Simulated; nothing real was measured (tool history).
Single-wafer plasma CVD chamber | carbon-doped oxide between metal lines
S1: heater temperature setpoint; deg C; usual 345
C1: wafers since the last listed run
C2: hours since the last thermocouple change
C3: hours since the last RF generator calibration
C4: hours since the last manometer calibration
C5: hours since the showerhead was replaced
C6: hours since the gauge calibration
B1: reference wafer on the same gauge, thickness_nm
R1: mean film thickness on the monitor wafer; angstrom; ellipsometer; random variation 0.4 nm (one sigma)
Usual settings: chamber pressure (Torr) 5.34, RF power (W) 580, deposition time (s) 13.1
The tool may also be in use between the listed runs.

Run 1, day 0: usual settings but S1 352 deg C; C1 0; C2 679.4; C3 1553.7; C4 1221.3; C5 6145.1; C6 1413.6; B1 73.734. Result: R1 808.94 angstrom.
Run 2, day 2.029: usual settings but chamber pressure (Torr) 4.4, RF power (W) 550; C1 1387; C2 728.1; C3 1602.4; C4 1270; C5 6193.8; C6 1462.3; B1 73.675. Result: R1 775.29 angstrom.
Run 3, day 5.612: usual settings; C1 2450; C2 814.1; C3 1688.4; C4 1356; C5 6279.8; C6 1548.3; B1 73.728. Result: R1 819.92 angstrom.
Run 4, day 8.75: usual settings; C1 2145; C2 889.4; C3 1763.7; C4 1431.3; C5 6355.1; C6 1623.6; B1 73.65. Result: R1 819.03 angstrom.
At day 14.483: capacitance manometer re-zeroed and calibrated.
Run 5, day 20.392: usual settings; C1 7734; C2 1168.8; C3 2043.1; C4 141.8; C5 6634.5; C6 1903; B1 73.641. Result: R1 820.91 angstrom.
Run 6, day 23.562: usual settings but S1 353 deg C; C1 2168; C2 1244.9; C3 2119.2; C4 217.9; C5 6710.6; C6 1979.1; B1 73.655. Result: R1 800.63 angstrom.
Run 7, day 27.133: usual settings but S1 339 deg C, chamber pressure (Torr) 5.72, RF power (W) 680; C1 2442; C2 1330.6; C3 2204.9; C4 303.6; C5 6796.3; C6 2064.8; B1 73.666. Result: R1 920.57 angstrom.
Run 8, day 30.325: usual settings but S1 339 deg C, chamber pressure (Torr) 5.72, RF power (W) 680; C1 2182; C2 1407.2; C3 2281.5; C4 380.2; C5 6872.9; C6 2141.4; B1 73.699. Result: R1 922.32 angstrom.
At day 31.138: RF generator calibrated.
Run 9, day 33.333: usual settings but S1 352 deg C, chamber pressure (Torr) 4.19, deposition time (s) 14.1; C1 1829; C2 1479.4; C3 52.7; C4 452.4; C5 6945.1; C6 2213.6; B1 73.767. Result: R1 830.56 angstrom.
Run 10, day 36.121: usual settings; C1 1906; C2 1546.3; C3 119.6; C4 519.3; C5 7012; C6 2280.5; B1 73.673. Result: R1 822.57 angstrom.
Run 11, day 38.071: usual settings but chamber pressure (Torr) 4.53, RF power (W) 635; C1 1333; C2 1593.1; C3 166.4; C4 566.1; C5 7058.8; C6 2327.3; B1 73.688. Result: R1 828.71 angstrom.
Run 12, day 40.462: usual settings but chamber pressure (Torr) 6.6, deposition time (s) 11.1; C1 1635; C2 1650.5; C3 223.8; C4 623.5; C5 7116.2; C6 2384.7; B1 73.73. Result: R1 709.37 angstrom.
Run 13, day 42.325: usual settings; C1 1273; C2 1695.2; C3 268.5; C4 668.2; C5 7160.9; C6 2429.4; B1 73.785. Result: R1 823.51 angstrom.
Run 14, day 46.058: usual settings but deposition time (s) 11.9; C1 2553; C2 1784.8; C3 358.1; C4 757.8; C5 7250.5; C6 2519; B1 73.664. Result: R1 746.16 angstrom.
Run 15, day 48.888: usual settings but S1 358 deg C, chamber pressure (Torr) 6.62, deposition time (s) 15.4; C1 1935; C2 1852.7; C3 426; C4 825.7; C5 7318.4; C6 2586.9; B1 73.678. Result: R1 956.72 angstrom.
At day 50.35: thermocouple changed; heater temperature recalibrated.
At day 51.608: showerhead replaced.
Run 16, day 52.533: usual settings; C1 2037; C2 52.4; C3 513.5; C4 913.2; C5 22.2; C6 2674.4; B1 73.628. Result: R1 821.23 angstrom.
Run 17, day 55.738: usual settings but S1 353 deg C, RF power (W) 685, deposition time (s) 13.8; C1 2191; C2 129.3; C3 590.4; C4 990.1; C5 99.1; C6 2751.3; B1 73.61. Result: R1 926.15 angstrom.
Run 18, day 59.017: usual settings but S1 332 deg C, chamber pressure (Torr) 4.35, RF power (W) 615; C1 2242; C2 208; C3 669.1; C4 1068.8; C5 177.8; C6 2830; B1 73.723. Result: R1 841.45 angstrom.
Run 19, day 63.167: usual settings but chamber pressure (Torr) 4.37; C1 2838; C2 307.6; C3 768.7; C4 1168.4; C5 277.4; C6 2929.6; B1 73.756. Result: R1 792.24 angstrom.
Run 20, day 64.679: usual settings but deposition time (s) 11; C1 1034; C2 343.9; C3 805; C4 1204.7; C5 313.7; C6 2965.9; B1 73.645. Result: R1 685.1 angstrom.
Run 21, day 68.1: usual settings but chamber pressure (Torr) 6.11, RF power (W) 530; C1 2339; C2 426; C3 887.1; C4 1286.8; C5 395.8; C6 3048; B1 73.687. Result: R1 803.64 angstrom.
At day 69.583: gauge calibrated.
Run 22, day 71.033: usual settings but S1 340 deg C, RF power (W) 675; C1 2006; C2 496.4; C3 957.5; C4 1357.2; C5 466.2; C6 34.8; B1 73.613. Result: R1 897.25 angstrom.
At day 80.138: capacitance manometer re-zeroed and calibrated.
Run 23, day 83.938: usual settings but S1 334 deg C; C1 8597; C2 806.1; C3 1267.2; C4 91.2; C5 775.9; C6 344.5; B1 73.669. Result: R1 850.85 angstrom.
Run 24, day 87.004: usual settings but S1 338 deg C, RF power (W) 520, deposition time (s) 11.3; C1 2097; C2 879.7; C3 1340.8; C4 164.8; C5 849.5; C6 418.1; B1 73.767. Result: R1 683.9 angstrom.
Run 25, day 90.558: usual settings; C1 2430; C2 965; C3 1426.1; C4 250.1; C5 934.8; C6 503.4; B1 73.668. Result: R1 821.23 angstrom.
Run 26, day 93.517: usual settings; C1 2023; C2 1036; C3 1497.1; C4 321.1; C5 1005.8; C6 574.4; B1 73.715. Result: R1 824.32 angstrom.
Run 27, day 97.821: usual settings; C1 2943; C2 1139.3; C3 1600.4; C4 424.4; C5 1109.1; C6 677.7; B1 73.766. Result: R1 828.25 angstrom.
Run 28, day 105.008: usual settings; C1 4915; C2 1311.8; C3 1772.9; C4 596.9; C5 1281.6; C6 850.2; B1 73.576. Result: R1 829.03 angstrom.
Run 29, day 117.646: usual settings but S1 340 deg C, chamber pressure (Torr) 4.07; C1 8643; C2 1615.1; C3 2076.2; C4 900.2; C5 1584.9; C6 1153.5; B1 73.746. Result: R1 791.87 angstrom.

Forecast each of these 3 alternatives for the next run:
Run A, day 117.662: usual settings but deposition time (s) 11.2; C1 11; C2 1615.5; C3 2076.6; C4 900.6; C5 1585.3; C6 1153.9; B1 ?. Result: R1 ?.
Run B, day 117.662: usual settings but deposition time (s) 12.4; C1 11; C2 1615.5; C3 2076.6; C4 900.6; C5 1585.3; C6 1153.9; B1 ?. Result: R1 ?.
Run C, day 117.662: usual settings but S1 354 deg C, chamber pressure (Torr) 5.86, RF power (W) 635, deposition time (s) 11; C1 11; C2 1615.5; C3 2076.6; C4 900.6; C5 1585.3; C6 1153.9; B1 ?. Result: R1 ?.

run      B1      R1
  A  73.644  712.68
  B  73.644  787.72
  C  73.644  725.51
Without the tool's hidden state the same runs would have given:
run      R1
  A  712.68
  B  787.72
  C  725.51

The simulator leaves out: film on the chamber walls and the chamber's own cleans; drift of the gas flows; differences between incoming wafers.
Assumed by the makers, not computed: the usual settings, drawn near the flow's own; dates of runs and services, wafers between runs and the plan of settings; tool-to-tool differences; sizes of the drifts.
